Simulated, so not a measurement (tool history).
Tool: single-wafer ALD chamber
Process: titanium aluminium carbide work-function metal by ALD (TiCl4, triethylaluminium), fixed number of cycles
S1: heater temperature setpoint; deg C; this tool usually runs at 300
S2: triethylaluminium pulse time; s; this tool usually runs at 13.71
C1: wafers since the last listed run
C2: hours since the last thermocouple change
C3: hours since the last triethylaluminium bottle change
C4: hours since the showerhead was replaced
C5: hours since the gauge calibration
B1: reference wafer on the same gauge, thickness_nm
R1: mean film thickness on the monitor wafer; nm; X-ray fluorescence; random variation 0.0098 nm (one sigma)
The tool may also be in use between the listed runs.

| run | day | S1 | S2 | C1 | C2 | C3 | C4 | C5 | B1 | R1 |
|---|---|---|---|---|---|---|---|---|---|---|
| 1 | 0 | 300 | 13.71 | 0 | 175 | 632.5 | 2675 | 848.6 | 2.462 | 2.273 |
| 2 | 1.608 | 300 | 13.71 | 445 | 213.6 | 671.1 | 2713.6 | 887.2 | 2.458 | 2.277 |
| 3 | 2.821 | 300 | 13.71 | 335 | 242.7 | 700.2 | 2742.7 | 916.3 | 2.459 | 2.289 |
| 4 | 3.875 | 293 | 13.71 | 291 | 268 | 725.5 | 2768 | 941.6 | 2.461 | 2.216 |
| 5 | 5.542 | 293 | 13.71 | 461 | 308 | 765.5 | 2808 | 981.6 | 2.462 | 2.21 |
| 6 | 6.662 | 293 | 13.71 | 310 | 334.9 | 792.4 | 2834.9 | 1008.5 | 2.46 | 2.217 |
| 7 | 8.125 | 300 | 17.76 | 404 | 370 | 827.5 | 2870 | 1043.6 | 2.458 | 2.299 |
| 8 | 9.129 | 300 | 13.71 | 277 | 394.1 | 851.6 | 2894.1 | 1067.7 | 2.461 | 2.282 |
| 9 | 10.412 | 300 | 13.71 | 355 | 424.9 | 882.4 | 2924.9 | 1098.5 | 2.462 | 2.281 |
| 10 | 16.129 | 300 | 13.71 | 1582 | 562.1 | 1019.6 | 3062.1 | 1235.7 | 2.462 | 2.268 |
| 11 | 17.562 | 300 | 13.71 | 396 | 596.5 | 1054 | 3096.5 | 1270.1 | 2.46 | 2.268 |
|  | 18.85 | triethylaluminium bottle replaced |
| 12 | 19.767 | 300 | 13.71 | 517 | 649.4 | 22 | 3149.4 | 1323 | 2.46 | 2.224 |
| 13 | 22.679 | 300 | 13.71 | 806 | 719.3 | 91.9 | 3219.3 | 1392.9 | 2.461 | 2.208 |
| 14 | 23.85 | 289 | 16.46 | 324 | 747.4 | 120 | 3247.4 | 1421 | 2.456 | 2.135 |
| 15 | 27.583 | 300 | 13.71 | 1033 | 837 | 209.6 | 3337 | 1510.6 | 2.461 | 2.213 |
| 16 | 29.971 | 290 | 18.9 | 660 | 894.3 | 266.9 | 3394.3 | 1567.9 | 2.455 | 2.171 |
| 17 | 32.821 | 286 | 17.54 | 788 | 962.7 | 335.3 | 3462.7 | 1636.3 | 2.462 | 2.136 |
|  | 33.754 | showerhead replaced |
| 18 | 34.388 | 286 | 9.62 | 341 | 1000.3 | 372.9 | 15.2 | 1673.9 | 2.46 | 1.927 |
|  | 37.783 | triethylaluminium bottle replaced, repeated, since the last time left the tool worse |
|  | 41.621 | thermocouple changed; heater temperature recalibrated |
| 19 | 41.854 | 300 | 13.71 | 1882 | 5.6 | 97.7 | 194.4 | 1853.1 | 2.461 | 2.291 |
| 20 | 43.654 | 307 | 16.84 | 498 | 48.8 | 140.9 | 237.6 | 1896.3 | 2.458 | 2.377 |
| 21 | 45.379 | 286 | 8.38 | 477 | 90.2 | 182.3 | 279 | 1937.7 | 2.46 | 2.074 |
| 22 | 53.158 | 289 | 18.82 | 2153 | 276.9 | 369 | 465.7 | 2124.4 | 2.462 | 2.179 |
|  | 56.646 | gauge calibrated |
| 23 | 61.908 | 314 | 8.93 | 2421 | 486.9 | 579 | 675.7 | 126.3 | 2.459 | 2.327 |
| 24 | 64.258 | 300 | 13.71 | 650 | 543.3 | 635.4 | 732.1 | 182.7 | 2.459 | 2.312 |
| 25 | 65.338 | 300 | 13.71 | 298 | 569.2 | 661.3 | 758 | 208.6 | 2.462 | 2.288 |
| 26 | 68.017 | 295 | 17.69 | 741 | 633.5 | 725.6 | 822.3 | 272.9 | 2.457 | 2.267 |
| 27 | 70.771 | 300 | 13.71 | 762 | 699.6 | 791.7 | 888.4 | 339 | 2.461 | 2.279 |
| 28 | 73.046 | 290 | 12.16 | 629 | 754.2 | 846.3 | 943 | 393.6 | 2.46 | 2.153 |
| 29 | 74.092 | 295 | 17.69 | 289 | 779.3 | 871.4 | 968.1 | 418.7 | 2.46 | 2.261 |
| 30 | 75.754 | 300 | 13.71 | 460 | 819.2 | 911.3 | 1008 | 458.6 | 2.461 | 2.275 |
| 31 | 77.396 | 305 | 18.06 | 454 | 858.6 | 950.7 | 1047.4 | 498 | 2.457 | 2.364 |
|  | 79.771 | thermocouple changed; heater temperature recalibrated |
| 32 | 79.833 | 300 | 13.71 | 582 | 1.5 | 1009.2 | 1105.9 | 556.5 | 2.46 | 2.288 |
|  | 82.583 | triethylaluminium bottle replaced |
| 33 | 82.604 | 307 | 13.71 | 674 | 68 | 0.5 | 1172.4 | 623 | 2.458 | 2.365 |

Branching from run 33: 4 alternative next runs. What would each branch give?
| A | 82.621 | 300 | 17.99 | 4 | 68.4 | 0.9 | 1172.8 | 623.4 | ? | ? |
| B | 82.621 | 290 | 18.53 | 4 | 68.4 | 0.9 | 1172.8 | 623.4 | ? | ? |
| C | 82.621 | 291 | 10.63 | 4 | 68.4 | 0.9 | 1172.8 | 623.4 | ? | ? |
| D | 82.621 | 291 | 11.55 | 4 | 68.4 | 0.9 | 1172.8 | 623.4 | ? | ? |

| run | B1 | R1 |
|---|---|---|
| A | 2.462 | 2.304 |
| B | 2.462 | 2.205 |
| C | 2.462 | 2.167 |
| D | 2.462 | 2.18 |
Take away the tool's hidden state, keep each run's random variation, and the runs would have read:
| run | R1 |
|---|---|
| A | 2.305 |
| B | 2.205 |
| C | 2.169 |
| D | 2.181 |

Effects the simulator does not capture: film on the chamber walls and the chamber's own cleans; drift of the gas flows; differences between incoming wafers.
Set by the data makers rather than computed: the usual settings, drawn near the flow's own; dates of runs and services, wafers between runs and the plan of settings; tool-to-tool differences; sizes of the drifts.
